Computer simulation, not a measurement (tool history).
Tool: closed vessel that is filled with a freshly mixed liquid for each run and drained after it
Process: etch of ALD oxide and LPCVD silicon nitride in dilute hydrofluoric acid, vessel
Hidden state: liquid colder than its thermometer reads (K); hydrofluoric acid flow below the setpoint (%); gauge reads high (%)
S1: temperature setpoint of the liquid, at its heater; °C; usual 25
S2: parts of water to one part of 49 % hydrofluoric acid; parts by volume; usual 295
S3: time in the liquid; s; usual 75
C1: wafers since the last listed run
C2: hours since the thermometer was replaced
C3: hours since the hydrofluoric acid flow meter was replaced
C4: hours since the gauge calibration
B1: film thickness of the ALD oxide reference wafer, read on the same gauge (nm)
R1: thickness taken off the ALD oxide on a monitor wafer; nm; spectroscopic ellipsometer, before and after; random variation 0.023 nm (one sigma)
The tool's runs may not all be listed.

run   hour    S1   S2   S3     C1      C2      C3     C4     B1     R1
  1      0    25  295   75      0    1027  1480.5  382.6  90.02    5.3
      24.2  -- gauge calibrated
  2   28.9    25  295   75   3510  1055.9  1509.4    4.7  90.03   5.28
  3   56.8    25  295   75   3388  1083.8  1537.3   32.6  89.97   5.26
  4   71.7    25  295   75   1809  1098.7  1552.2   47.5  89.95   5.24
  5   98.7    25  215   75   3279  1125.7  1579.2   74.5  89.97   7.89
  6    127    25  215   75   3437    1154  1607.5  102.8  89.99    7.8
  7  230.9    25  215   75  12619  1257.9  1711.4  206.7  90.04   7.82
  8  245.2    25  295   75   1736  1272.2  1725.7    221     90   5.15
  9    267    25  295   75   2647    1294  1747.5  242.8  90.01   5.17
     292.4  -- hydrofluoric acid flow meter replaced
 10  292.9    25  180   75   3024  1319.9     0.5  268.7  89.99  10.85
 11  324.1    25  180   75   3789  1351.1    31.7  299.9  90.02  10.84
 12  343.8    25  180   75   2392  1370.8    51.4  319.6  90.02  10.77
     363.3  -- thermometer replaced
 13  366.5    25  295   75   2635     3.2    74.1  342.3  90.04   5.82
 14  395.9    21  295   90   3570    32.6   103.5  371.7     90   6.06
 15  410.9    25  160   50   1821    47.6   118.5  386.7  89.99   8.34
 16  422.9    25  295   75   1457    59.6   130.5  398.7  89.96   5.79
     434.7  -- gauge calibrated
 17  438.4    25  335  110   1882    75.1     146    3.7  89.99   7.16
 18  464.5    30  295   75   3169   101.2   172.1   29.8  89.98   6.83
 19  486.7    25  295   75   2696   123.4   194.3     52  90.01   5.79
 20  514.8    25  295   40   3412   151.5   222.4   80.1  89.98   3.07
 21  537.1    29  295   75   2708   173.8   244.7  102.4  89.98   6.61
 22  557.8  29.5  215  115   2514   194.5   265.4  123.1     90  15.45
 23  591.6  22.5  295   60   4105   228.3   299.2  156.9  89.99    4.2
 24  607.9    25  295   75   1979   244.6   315.5  173.2  90.04   5.74
 25  639.3    25  295  105   3813     276   346.9  204.6  90.02   8.03
 26  661.7  28.5  415   75   2720   298.4   369.3    227  90.02   4.03
 27    694    22  225   75   3923   330.7   401.6  259.3  89.95   7.19

Measured less the same run without the tool's hidden state. The same run-to-run variation is in both; the gauge's scatter may not be:
run     R1
  1  -0.71
  2  -0.72
  3  -0.73
  4  -0.73
  5  -1.07
  6  -1.08
  7  -1.14
  8  -0.79
  9  -0.81
 10  -0.25
 11  -0.27
 12  -0.28
 13  -0.18
 14  -0.19
 15  -0.25
 16   -0.2
 17  -0.26
 18  -0.26
 19  -0.22
 20  -0.12
 21  -0.29
 22  -0.66
 23  -0.19
 24  -0.27
 25   -0.4
 26  -0.22
 27  -0.37
